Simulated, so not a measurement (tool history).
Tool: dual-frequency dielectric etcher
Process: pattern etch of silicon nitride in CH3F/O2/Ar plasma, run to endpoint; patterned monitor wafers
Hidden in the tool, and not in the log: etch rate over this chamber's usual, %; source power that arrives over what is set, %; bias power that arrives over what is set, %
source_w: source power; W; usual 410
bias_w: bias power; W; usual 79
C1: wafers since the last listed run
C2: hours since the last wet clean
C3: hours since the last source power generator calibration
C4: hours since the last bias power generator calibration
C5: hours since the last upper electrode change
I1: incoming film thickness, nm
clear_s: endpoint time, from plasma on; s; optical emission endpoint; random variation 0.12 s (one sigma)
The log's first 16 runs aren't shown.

{"run": 17, "hour": 434.6, "source_w": 480, "bias_w": 79, "C1": 133, "C2": 54.6, "C3": 1605.7, "C4": 86.7, "C5": 13.4, "I1": 20.93, "clear_s": 27.4}
{"run": 18, "hour": 464.0, "source_w": 480, "bias_w": 79, "C1": 311, "C2": 84, "C3": 1635.1, "C4": 116.1, "C5": 42.8, "I1": 21, "clear_s": 27.7}
{"run": 19, "hour": 490.1, "source_w": 500, "bias_w": 94, "C1": 276, "C2": 110.1, "C3": 1661.2, "C4": 142.2, "C5": 68.9, "I1": 21.04, "clear_s": 25.3}
{"run": 20, "hour": 517.7, "source_w": 450, "bias_w": 60, "C1": 292, "C2": 137.7, "C3": 1688.8, "C4": 169.8, "C5": 96.5, "I1": 20.99, "clear_s": 31.4}
{"run": 21, "hour": 541.7, "source_w": 410, "bias_w": 79, "C1": 254, "C2": 161.7, "C3": 1712.8, "C4": 193.8, "C5": 120.5, "I1": 20.75, "clear_s": 29.4}
{"run": 22, "hour": 585.6, "source_w": 470, "bias_w": 79, "C1": 465, "C2": 205.6, "C3": 1756.7, "C4": 237.7, "C5": 164.4, "I1": 21.08, "clear_s": 28.2}
{"run": 23, "hour": 601.0, "source_w": 410, "bias_w": 69, "C1": 163, "C2": 221, "C3": 1772.1, "C4": 253.1, "C5": 179.8, "I1": 20.84, "clear_s": 31.2}
{"hour": 621.8, "done": "source power generator calibrated"}
{"run": 24, "hour": 625.1, "source_w": 490, "bias_w": 60, "C1": 213, "C2": 245.1, "C3": 3.3, "C4": 277.2, "C5": 203.9, "I1": 21.1, "clear_s": 30.6}
{"run": 25, "hour": 647.6, "source_w": 490, "bias_w": 79, "C1": 238, "C2": 267.6, "C3": 25.8, "C4": 299.7, "C5": 226.4, "I1": 20.74, "clear_s": 27.1}
{"run": 26, "hour": 663.7, "source_w": 380, "bias_w": 69, "C1": 170, "C2": 283.7, "C3": 41.9, "C4": 315.8, "C5": 242.5, "I1": 20.84, "clear_s": 32.4}
{"run": 27, "hour": 687.4, "source_w": 410, "bias_w": 79, "C1": 251, "C2": 307.4, "C3": 65.6, "C4": 339.5, "C5": 266.2, "I1": 20.81, "clear_s": 29.6}
{"run": 28, "hour": 719.3, "source_w": 350, "bias_w": 79, "C1": 338, "C2": 339.3, "C3": 97.5, "C4": 371.4, "C5": 298.1, "I1": 20.91, "clear_s": 31.9}
{"run": 29, "hour": 749.4, "source_w": 330, "bias_w": 67, "C1": 318, "C2": 369.4, "C3": 127.6, "C4": 401.5, "C5": 328.2, "I1": 20.94, "clear_s": 35.4}
{"run": 30, "hour": 778.4, "source_w": 410, "bias_w": 67, "C1": 307, "C2": 398.4, "C3": 156.6, "C4": 430.5, "C5": 357.2, "I1": 20.94, "clear_s": 31.7}
{"run": 31, "hour": 810.9, "source_w": 410, "bias_w": 91, "C1": 344, "C2": 430.9, "C3": 189.1, "C4": 463, "C5": 389.7, "I1": 21.06, "clear_s": 28.8}
{"hour": 843.5, "done": "wet clean of the chamber"}
{"run": 32, "hour": 844.0, "source_w": 410, "bias_w": 87, "C1": 96, "C2": 0.5, "C3": 222.2, "C4": 496.1, "C5": 422.8, "I1": 20.75, "clear_s": 27.7}
{"run": 33, "hour": 867.2, "source_w": 380, "bias_w": 86, "C1": 245, "C2": 23.7, "C3": 245.4, "C4": 519.3, "C5": 446, "I1": 20.89, "clear_s": 29.2}
{"run": 34, "hour": 891.7, "source_w": 410, "bias_w": 66, "C1": 259, "C2": 48.2, "C3": 269.9, "C4": 543.8, "C5": 470.5, "I1": 20.83, "clear_s": 31.3}

Forecast each of these 5 alternatives for the next run:
{"run": "A", "hour": 892.1, "source_w": 320, "bias_w": 79, "C1": 4, "C2": 48.6, "C3": 270.3, "C4": 544.2, "C5": 470.9, "I1": 20.8, "clear_s": "?"}
{"run": "B", "hour": 892.1, "source_w": 360, "bias_w": 61, "C1": 4, "C2": 48.6, "C3": 270.3, "C4": 544.2, "C5": 470.9, "I1": 20.8, "clear_s": "?"}
{"run": "C", "hour": 892.1, "source_w": 460, "bias_w": 59, "C1": 4, "C2": 48.6, "C3": 270.3, "C4": 544.2, "C5": 470.9, "I1": 20.8, "clear_s": "?"}
{"run": "D", "hour": 892.1, "source_w": 340, "bias_w": 79, "C1": 4, "C2": 48.6, "C3": 270.3, "C4": 544.2, "C5": 470.9, "I1": 20.8, "clear_s": "?"}
{"run": "E", "hour": 892.1, "source_w": 410, "bias_w": 71, "C1": 4, "C2": 48.6, "C3": 270.3, "C4": 544.2, "C5": 470.9, "I1": 20.8, "clear_s": "?"}

run=A clear_s=32.9
run=B clear_s=34.3
run=C clear_s=30.9
run=D clear_s=31.9
run=E clear_s=30.4
Without the tool's hidden state the same runs would have given:
run=A clear_s=32.7
run=B clear_s=34.2
run=C clear_s=30.8
run=D clear_s=31.7
run=E clear_s=30.2

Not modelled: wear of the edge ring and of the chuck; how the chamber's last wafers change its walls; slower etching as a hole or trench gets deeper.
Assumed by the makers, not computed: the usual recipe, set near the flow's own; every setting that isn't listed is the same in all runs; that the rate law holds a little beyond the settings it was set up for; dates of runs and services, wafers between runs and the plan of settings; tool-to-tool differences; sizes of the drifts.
